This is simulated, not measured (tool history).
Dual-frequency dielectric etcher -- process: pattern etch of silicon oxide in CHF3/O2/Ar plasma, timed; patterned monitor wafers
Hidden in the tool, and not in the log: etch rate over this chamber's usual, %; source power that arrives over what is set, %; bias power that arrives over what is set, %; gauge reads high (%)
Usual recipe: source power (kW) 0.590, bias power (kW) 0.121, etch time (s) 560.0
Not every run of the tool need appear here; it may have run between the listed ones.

run,hour,source power (kW),bias power (kW),etch time (s),wafers since the last listed run,hours since the last wet clean,hours since the last source power generator calibration,hours since the last bias power generator calibration,hours since the last upper electrode change,hours since the gauge calibration,"read-back reference wafer on the same gauge, depth_nm",mean etch depth across the wafer (angstrom)
1,0.0,0.590,0.121,560.0,0,541.4,3795.5,2183.7,2376.9,503.0,1030.5,9858
2,61.1,0.590,0.121,560.0,254,602.5,3856.6,2244.8,2438.0,564.1,1028.8,9787
# hour 144.3: wet clean of the chamber
3,162.5,0.590,0.121,560.0,322,18.2,3958.0,2346.2,2539.4,665.5,1030.6,9859
4,248.4,0.590,0.121,560.0,358,104.1,4043.9,2432.1,2625.3,751.4,1029.8,9783
5,310.8,0.590,0.121,560.0,260,166.5,4106.3,2494.5,2687.7,813.8,1029.4,9780
6,354.9,0.590,0.121,560.0,183,210.6,4150.4,2538.6,2731.8,857.9,1030.5,9768
7,421.6,0.590,0.121,560.0,278,277.3,4217.1,2605.3,2798.5,924.6,1032.0,9840
8,480.7,0.590,0.121,560.0,246,336.4,4276.2,2664.4,2857.6,983.7,1028.8,9796
# hour 534.8: source power generator calibrated
9,546.7,0.590,0.121,560.0,258,402.4,11.9,2730.4,2923.6,1049.7,1030.3,10184
10,652.4,0.590,0.121,560.0,440,508.1,117.6,2836.1,3029.3,1155.4,1029.6,10170
11,692.9,0.590,0.144,560.0,168,548.6,158.1,2876.6,3069.8,1195.9,1031.0,10998
# hour 764.9: wet clean of the chamber
12,776.2,0.590,0.121,418.5,247,11.3,241.4,2959.9,3153.1,1279.2,1028.8,7499
13,818.1,0.650,0.149,711.0,174,53.2,283.3,3001.8,3195.0,1321.1,1029.1,14776
14,895.5,0.590,0.121,560.0,322,130.6,360.7,3079.2,3272.4,1398.5,1030.5,10044
15,991.1,0.710,0.121,560.0,398,226.2,456.3,3174.8,3368.0,1494.1,1029.2,11135
# hour 1078.6: upper electrode replaced
16,1081.8,0.590,0.121,560.0,278,316.9,547.0,3265.5,3.2,1584.8,1030.8,9937
17,1140.8,0.490,0.097,560.0,246,375.9,606.0,3324.5,62.2,1643.8,1029.1,8087

Estimate the outcome of run 18 from the log above:
18,1185.1,0.450,0.113,560.0,184,420.2,650.3,3368.8,106.5,1688.1,?,?

{"run 18": {"read-back reference wafer on the same gauge, depth_nm": 1029.5, "mean etch depth across the wafer (angstrom)": 8239}}
Minus the tool's unlogged condition, the same run would have read mean etch depth across the wafer (angstrom) 8316.

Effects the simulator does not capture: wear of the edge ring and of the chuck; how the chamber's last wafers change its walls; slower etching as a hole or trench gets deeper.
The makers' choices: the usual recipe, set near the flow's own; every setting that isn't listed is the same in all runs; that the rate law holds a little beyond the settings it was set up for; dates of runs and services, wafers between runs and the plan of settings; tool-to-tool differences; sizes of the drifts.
